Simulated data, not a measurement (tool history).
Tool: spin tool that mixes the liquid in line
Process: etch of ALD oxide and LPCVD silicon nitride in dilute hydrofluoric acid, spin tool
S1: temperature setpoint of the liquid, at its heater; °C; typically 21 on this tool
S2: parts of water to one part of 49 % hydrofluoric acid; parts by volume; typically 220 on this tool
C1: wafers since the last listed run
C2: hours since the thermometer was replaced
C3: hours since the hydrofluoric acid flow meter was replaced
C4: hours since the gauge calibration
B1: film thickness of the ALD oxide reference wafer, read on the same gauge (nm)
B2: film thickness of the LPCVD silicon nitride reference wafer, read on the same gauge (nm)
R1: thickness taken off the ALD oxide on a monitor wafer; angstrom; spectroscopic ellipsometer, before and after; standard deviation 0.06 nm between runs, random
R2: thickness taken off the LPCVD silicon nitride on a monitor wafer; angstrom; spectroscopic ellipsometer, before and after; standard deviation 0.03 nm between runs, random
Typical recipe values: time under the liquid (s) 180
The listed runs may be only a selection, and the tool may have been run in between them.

Run 1, hour 0: usual settings but S1 23.5 °C; C1 0; C2 1974.5; C3 532; C4 1622.9; B1 40.03; B2 149.992. Result: R1 80.8 angstrom, R2 3.99 angstrom.
Run 2, hour 42.8: usual settings but S2 300 parts by volume; C1 378; C2 2017.3; C3 574.8; C4 1665.7; B1 40.01; B2 150.032. Result: R1 51.1 angstrom, R2 2.15 angstrom.
Run 3, hour 97: usual settings but S2 300 parts by volume; C1 478; C2 2071.5; C3 629; C4 1719.9; B1 40.01; B2 150.018. Result: R1 50.2 angstrom, R2 2.55 angstrom.
Run 4, hour 188.8: usual settings but S1 18 °C; C1 810; C2 2163.3; C3 720.8; C4 1811.7; B1 40.04; B2 150.016. Result: R1 66 angstrom, R2 2.51 angstrom.
Run 5, hour 233.2: usual settings but S1 18.5 °C, S2 130 parts by volume, time under the liquid (s) 210; C1 392; C2 2207.7; C3 765.2; C4 1856.1; B1 40.01; B2 149.986. Result: R1 145.9 angstrom, R2 4.91 angstrom.
Run 6, hour 549.7: usual settings but S1 24 °C, time under the liquid (s) 250; C1 2796; C2 2524.2; C3 1081.7; C4 2172.6; B1 40.01; B2 149.991. Result: R1 116.2 angstrom, R2 5.18 angstrom.
Run 7, hour 601.3: usual settings; C1 455; C2 2575.8; C3 1133.3; C4 2224.2; B1 40; B2 149.974. Result: R1 75.5 angstrom, R2 3.55 angstrom.
Run 8, hour 705.8: usual settings but S1 23 °C, S2 305 parts by volume, time under the liquid (s) 145; C1 923; C2 2680.3; C3 1237.8; C4 2328.7; B1 40.01; B2 150.014. Result: R1 43.1 angstrom, R2 2.37 angstrom.
Run 9, hour 774: usual settings but S1 22.5 °C, S2 275 parts by volume, time under the liquid (s) 260; C1 602; C2 2748.5; C3 1306; C4 2396.9; B1 40.01; B2 150.01. Result: R1 89.3 angstrom, R2 4.02 angstrom.
At hour 799: thermometer replaced.
Run 10, hour 831.3: usual settings but S1 17.5 °C, S2 285 parts by volume; C1 497; C2 32.3; C3 1363.3; C4 2454.2; B1 39.98; B2 149.95. Result: R1 47.7 angstrom, R2 2.12 angstrom.
Run 11, hour 874.9: usual settings; C1 385; C2 75.9; C3 1406.9; C4 2497.8; B1 39.99; B2 149.991. Result: R1 75.2 angstrom, R2 3.65 angstrom.
At hour 954.1: gauge calibrated.
Run 12, hour 977.4: usual settings; C1 905; C2 178.4; C3 1509.4; C4 23.3; B1 40; B2 149.976. Result: R1 75.3 angstrom, R2 3.15 angstrom.
Run 13, hour 1049.9: usual settings but S1 18 °C; C1 640; C2 250.9; C3 1581.9; C4 95.8; B1 40.02; B2 150.012. Result: R1 68.4 angstrom, R2 2.84 angstrom.
At hour 1111.6: hydrofluoric acid flow meter replaced.
Run 14, hour 1337.5: usual settings but S1 25 °C, S2 135 parts by volume, time under the liquid (s) 225; C1 2531; C2 538.5; C3 225.9; C4 383.4; B1 39.98; B2 150.019. Result: R1 191.3 angstrom, R2 8.67 angstrom.
Run 15, hour 1437.4: usual settings; C1 882; C2 638.4; C3 325.8; C4 483.3; B1 40.02; B2 149.998. Result: R1 74.3 angstrom, R2 3.19 angstrom.
Run 16, hour 1503.4: usual settings but time under the liquid (s) 75; C1 583; C2 704.4; C3 391.8; C4 549.3; B1 39.97; B2 149.961. Result: R1 30.9 angstrom, R2 1.56 angstrom.
Run 17, hour 1585.7: usual settings but S2 130 parts by volume, time under the liquid (s) 215; C1 727; C2 786.7; C3 474.1; C4 631.6; B1 40.01; B2 149.967. Result: R1 165.6 angstrom, R2 7.01 angstrom.
Run 18, hour 1631.2: usual settings but S2 120 parts by volume, time under the liquid (s) 95; C1 401; C2 832.2; C3 519.6; C4 677.1; B1 39.98; B2 149.983. Result: R1 79.3 angstrom, R2 3.21 angstrom.
Run 19, hour 1686.9: usual settings; C1 492; C2 887.9; C3 575.3; C4 732.8; B1 40.03; B2 150.037. Result: R1 73 angstrom, R2 3.06 angstrom.
Run 20, hour 1779.7: usual settings but S2 275 parts by volume; C1 819; C2 980.7; C3 668.1; C4 825.6; B1 39.99; B2 149.98. Result: R1 56.9 angstrom, R2 2.77 angstrom.
Run 21, hour 1831.1: usual settings but S1 19 °C, S2 250 parts by volume, time under the liquid (s) 135; C1 454; C2 1032.1; C3 719.5; C4 877; B1 39.99; B2 150.023. Result: R1 43.5 angstrom, R2 2.36 angstrom.
Run 22, hour 1937.3: usual settings; C1 938; C2 1138.3; C3 825.7; C4 983.2; B1 40.02; B2 150.053. Result: R1 75.3 angstrom, R2 3.64 angstrom.
Run 23, hour 1975.4: usual settings but S1 24.5 °C, S2 145 parts by volume, time under the liquid (s) 275; C1 336; C2 1176.4; C3 863.8; C4 1021.3; B1 40; B2 150.04. Result: R1 212.5 angstrom, R2 10.59 angstrom.
Run 24, hour 2013.3: usual settings but S1 17.5 °C, time under the liquid (s) 75; C1 334; C2 1214.3; C3 901.7; C4 1059.2; B1 40.01; B2 149.984. Result: R1 27.2 angstrom, R2 1.1 angstrom.
Run 25, hour 2104.8: usual settings but S1 17 °C; C1 808; C2 1305.8; C3 993.2; C4 1150.7; B1 40; B2 149.976. Result: R1 63.7 angstrom, R2 3.03 angstrom.

Selected run-to-run steps in R1, each split into two signed amounts: the part the tool would show with no hidden state at all (from settings, incoming material and random variation), and the remainder, which goes to the hidden state together with any gauge scatter not common to the measured and the hidden-state-free results:
Hidden conditions of the tool in this case: liquid hotter than its thermometer reads (K); hydrofluoric acid flow above the setpoint (%); gauge reads high (%).
Run 22 -> 23: S1 21 -> 24.5, S2 220 -> 145, time under the liquid (s) 180 -> 275. R1 +137.2 angstrom: hidden state +3, all else +134.2.
Run 23 -> 24: S1 24.5 -> 17.5, S2 145 -> 220, time under the liquid (s) 275 -> 75. R1 -185.3 angstrom: hidden state -3.9, all else -181.4.
